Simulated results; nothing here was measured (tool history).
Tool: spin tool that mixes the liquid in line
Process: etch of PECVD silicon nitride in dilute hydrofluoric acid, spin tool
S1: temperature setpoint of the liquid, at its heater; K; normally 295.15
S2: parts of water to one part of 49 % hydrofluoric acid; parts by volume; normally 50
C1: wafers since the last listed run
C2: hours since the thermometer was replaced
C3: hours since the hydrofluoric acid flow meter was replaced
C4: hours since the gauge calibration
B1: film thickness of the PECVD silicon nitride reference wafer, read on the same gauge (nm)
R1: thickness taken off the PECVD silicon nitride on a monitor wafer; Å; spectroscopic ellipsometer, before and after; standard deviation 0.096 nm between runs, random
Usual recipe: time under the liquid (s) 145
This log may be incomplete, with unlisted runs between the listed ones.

Run 1, hour 0: usual settings; C1 0; C2 2850.5; C3 1384.1; C4 1310.3; B1 99.99. Result: R1 164.8 Å.
Run 2, hour 68.5: usual settings; C1 612; C2 2919; C3 1452.6; C4 1378.8; B1 100.01. Result: R1 161.8 Å.
Run 3, hour 132.1: usual settings; C1 569; C2 2982.6; C3 1516.2; C4 1442.4; B1 100.04. Result: R1 165.9 Å.
Run 4, hour 182.2: usual settings; C1 448; C2 3032.7; C3 1566.3; C4 1492.5; B1 99.99. Result: R1 164.7 Å.
Run 5, hour 209.7: usual settings; C1 246; C2 3060.2; C3 1593.8; C4 1520; B1 100. Result: R1 163.5 Å.
At hour 239.1: thermometer replaced.
Run 6, hour 279: usual settings; C1 611; C2 39.9; C3 1663.1; C4 1589.3; B1 100.01. Result: R1 146.5 Å.
At hour 329.2: gauge calibrated.
Run 7, hour 342.3: usual settings; C1 566; C2 103.2; C3 1726.4; C4 13.1; B1 100.01. Result: R1 147.6 Å.
Run 8, hour 377.6: usual settings; C1 315; C2 138.5; C3 1761.7; C4 48.4; B1 100.01. Result: R1 148 Å.
Run 9, hour 403: usual settings; C1 227; C2 163.9; C3 1787.1; C4 73.8; B1 100.04. Result: R1 148.1 Å.
Run 10, hour 434: usual settings; C1 277; C2 194.9; C3 1818.1; C4 104.8; B1 100.01. Result: R1 148.2 Å.
At hour 467.6: hydrofluoric acid flow meter replaced.
Run 11, hour 477.5: usual settings but time under the liquid (s) 60; C1 380; C2 238.4; C3 9.9; C4 148.3; B1 100.01. Result: R1 57.9 Å.
Run 12, hour 541.9: usual settings but S1 291.15 K, S2 30 parts by volume, time under the liquid (s) 125; C1 576; C2 302.8; C3 74.3; C4 212.7; B1 100. Result: R1 151.2 Å.
Run 13, hour 576: usual settings but S1 298.65 K; C1 305; C2 336.9; C3 108.4; C4 246.8; B1 100.01. Result: R1 177.6 Å.
Run 14, hour 644.7: usual settings but S1 298.15 K; C1 614; C2 405.6; C3 177.1; C4 315.5; B1 100.01. Result: R1 172.4 Å.
Run 15, hour 712.4: usual settings but S1 296.65 K, time under the liquid (s) 200; C1 605; C2 473.3; C3 244.8; C4 383.2; B1 99.97. Result: R1 214.3 Å.
Run 16, hour 776.6: usual settings but S1 298.15 K, S2 30 parts by volume, time under the liquid (s) 65; C1 574; C2 537.5; C3 309; C4 447.4; B1 100. Result: R1 127.8 Å.
Run 17, hour 845.2: usual settings but S1 293.15 K, S2 60 parts by volume, time under the liquid (s) 90; C1 613; C2 606.1; C3 377.6; C4 516; B1 99.99. Result: R1 64.7 Å.
Run 18, hour 882.5: usual settings but S2 40 parts by volume, time under the liquid (s) 115; C1 333; C2 643.4; C3 414.9; C4 553.3; B1 100. Result: R1 142.9 Å.
Run 19, hour 915.1: usual settings but S1 292.15 K, S2 70 parts by volume, time under the liquid (s) 175; C1 291; C2 676; C3 447.5; C4 585.9; B1 99.99. Result: R1 101.9 Å.
Run 20, hour 966.2: usual settings but S2 75 parts by volume; C1 457; C2 727.1; C3 498.6; C4 637; B1 99.98. Result: R1 97.5 Å.
Run 21, hour 1010.1: usual settings but S1 298.15 K, S2 70 parts by volume, time under the liquid (s) 110; C1 392; C2 771; C3 542.5; C4 680.9; B1 100. Result: R1 97.7 Å.
Run 22, hour 1076.5: usual settings; C1 594; C2 837.4; C3 608.9; C4 747.3; B1 100. Result: R1 146.7 Å.
Run 23, hour 1146.8: usual settings; C1 629; C2 907.7; C3 679.2; C4 817.6; B1 99.99. Result: R1 147 Å.
Run 24, hour 1191.4: usual settings but S1 299.65 K, S2 40 parts by volume, time under the liquid (s) 225; C1 399; C2 952.3; C3 723.8; C4 862.2; B1 100.01. Result: R1 386.3 Å.
Run 25, hour 1243.2: usual settings but S2 60 parts by volume; C1 463; C2 1004.1; C3 775.6; C4 914; B1 99.99. Result: R1 122.7 Å.
Run 26, hour 1288.2: usual settings but S1 300.15 K, S2 40 parts by volume, time under the liquid (s) 70; C1 402; C2 1049.1; C3 820.6; C4 959; B1 99.97. Result: R1 126.3 Å.
Run 27, hour 1327.9: usual settings; C1 355; C2 1088.8; C3 860.3; C4 998.7; B1 100. Result: R1 149.7 Å.
Run 28, hour 1360.6: usual settings but S1 299.65 K, S2 35 parts by volume, time under the liquid (s) 70; C1 292; C2 1121.5; C3 893; C4 1031.4; B1 100. Result: R1 141.2 Å.
Run 29, hour 1423.8: usual settings but S1 293.15 K; C1 565; C2 1184.7; C3 956.2; C4 1094.6; B1 100.01. Result: R1 132.9 Å.
Run 30, hour 1494.4: usual settings but S1 293.15 K, time under the liquid (s) 110; C1 631; C2 1255.3; C3 1026.8; C4 1165.2; B1 100. Result: R1 100.3 Å.
Run 31, hour 1555: usual settings; C1 542; C2 1315.9; C3 1087.4; C4 1225.8; B1 99.99. Result: R1 151.9 Å.
Run 32, hour 1619.1: usual settings but time under the liquid (s) 120; C1 573; C2 1380; C3 1151.5; C4 1289.9; B1 99.97. Result: R1 127.1 Å.
Run 33, hour 1681.7: usual settings but S1 300.15 K, S2 30 parts by volume, time under the liquid (s) 125; C1 560; C2 1442.6; C3 1214.1; C4 1352.5; B1 100.01. Result: R1 306.3 Å.

Hidden state or all else? Some run-to-run changes of R1, split into what the settings, what came in and random variation would give without the hidden state, and what is left for the hidden state (with any gauge scatter that isn't in both results):
Unlogged tool condition in this case: liquid hotter than its thermometer reads (K); hydrofluoric acid flow above the setpoint (%); gauge reads high (%).
Run 23 -> 24: S1 295.15 -> 299.65, S2 50 -> 40, time under the liquid (s) 145 -> 225. R1 +239.3 Å: hidden state +20.2, all else +219.1.
Run 24 -> 25: S1 299.65 -> 295.15, S2 40 -> 60, time under the liquid (s) 225 -> 145. R1 -263.6 Å: hidden state -21.3, all else -242.3.
Run 32 -> 33: S1 295.15 -> 300.15, S2 50 -> 30, time under the liquid (s) 120 -> 125. R1 +179.2 Å: hidden state +21.6, all else +157.6.
